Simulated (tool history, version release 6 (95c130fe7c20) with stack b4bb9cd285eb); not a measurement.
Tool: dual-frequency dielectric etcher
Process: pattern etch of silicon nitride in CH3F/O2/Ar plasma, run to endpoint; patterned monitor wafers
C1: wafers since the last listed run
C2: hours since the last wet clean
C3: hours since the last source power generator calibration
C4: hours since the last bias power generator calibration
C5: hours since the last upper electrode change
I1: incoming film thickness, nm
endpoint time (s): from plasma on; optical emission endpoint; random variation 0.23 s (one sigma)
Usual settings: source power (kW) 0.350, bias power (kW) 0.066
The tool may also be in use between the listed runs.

run 1 hour=0.0 | source_power_(kW)=0.400 bias_power_(kW)=0.058 | C1=0 C2=241.1 C3=1969.8 C4=2561.9 C5=3792.4 | I1=52.8 | endpoint_time_(s)=76.1
run 2 hour=101.2 | source_power_(kW)=0.400 bias_power_(kW)=0.058 | C1=1493 C2=342.3 C3=2071.0 C4=2663.1 C5=3893.6 | I1=52.4 | endpoint_time_(s)=75.6
run 3 hour=292.6 | source_power_(kW)=0.350 bias_power_(kW)=0.066 | C1=2824 C2=533.7 C3=2262.4 C4=2854.5 C5=4085.0 | I1=52.6 | endpoint_time_(s)=75.2
-- hour=360.5 wet clean of the chamber
run 4 hour=385.0 | source_power_(kW)=0.350 bias_power_(kW)=0.066 | C1=1009 C2=24.5 C3=2354.8 C4=2946.9 C5=4177.4 | I1=52.6 | endpoint_time_(s)=76.7
-- hour=433.4 source power generator calibrated
-- hour=442.2 bias power generator calibrated
run 5 hour=443.0 | source_power_(kW)=0.350 bias_power_(kW)=0.066 | C1=737 C2=82.5 C3=9.6 C4=0.8 C5=4235.4 | I1=52.5 | endpoint_time_(s)=76.3
run 6 hour=505.3 | source_power_(kW)=0.350 bias_power_(kW)=0.066 | C1=919 C2=144.8 C3=71.9 C4=63.1 C5=4297.7 | I1=52.8 | endpoint_time_(s)=76.4
run 7 hour=544.9 | source_power_(kW)=0.350 bias_power_(kW)=0.066 | C1=584 C2=184.4 C3=111.5 C4=102.7 C5=4337.3 | I1=53.1 | endpoint_time_(s)=76.5
run 8 hour=619.3 | source_power_(kW)=0.280 bias_power_(kW)=0.077 | C1=1097 C2=258.8 C3=185.9 C4=177.1 C5=4411.7 | I1=52.5 | endpoint_time_(s)=77.5
run 9 hour=711.8 | source_power_(kW)=0.320 bias_power_(kW)=0.080 | C1=1364 C2=351.3 C3=278.4 C4=269.6 C5=4504.2 | I1=53.2 | endpoint_time_(s)=73.2
run 10 hour=757.3 | source_power_(kW)=0.270 bias_power_(kW)=0.062 | C1=671 C2=396.8 C3=323.9 C4=315.1 C5=4549.7 | I1=52.8 | endpoint_time_(s)=85.7
-- hour=835.2 upper electrode replaced
run 11 hour=836.4 | source_power_(kW)=0.410 bias_power_(kW)=0.077 | C1=813 C2=475.9 C3=403.0 C4=394.2 C5=1.2 | I1=52.4 | endpoint_time_(s)=66.3
run 12 hour=888.7 | source_power_(kW)=0.350 bias_power_(kW)=0.066 | C1=771 C2=528.2 C3=455.3 C4=446.5 C5=53.5 | I1=52.7 | endpoint_time_(s)=74.7

The next listed run, before its measurement:
-- hour=921.3 wet clean of the chamber
run 13 hour=965.3 | source_power_(kW)=0.350 bias_power_(kW)=0.066 | C1=776 C2=44.0 C3=531.9 C4=523.1 C5=130.1 | I1=52.6 | endpoint_time_(s)=?

Run 13 gave endpoint time (s) 76.8.
Without the tool's hidden state the same run would have given endpoint time (s) 77.1.
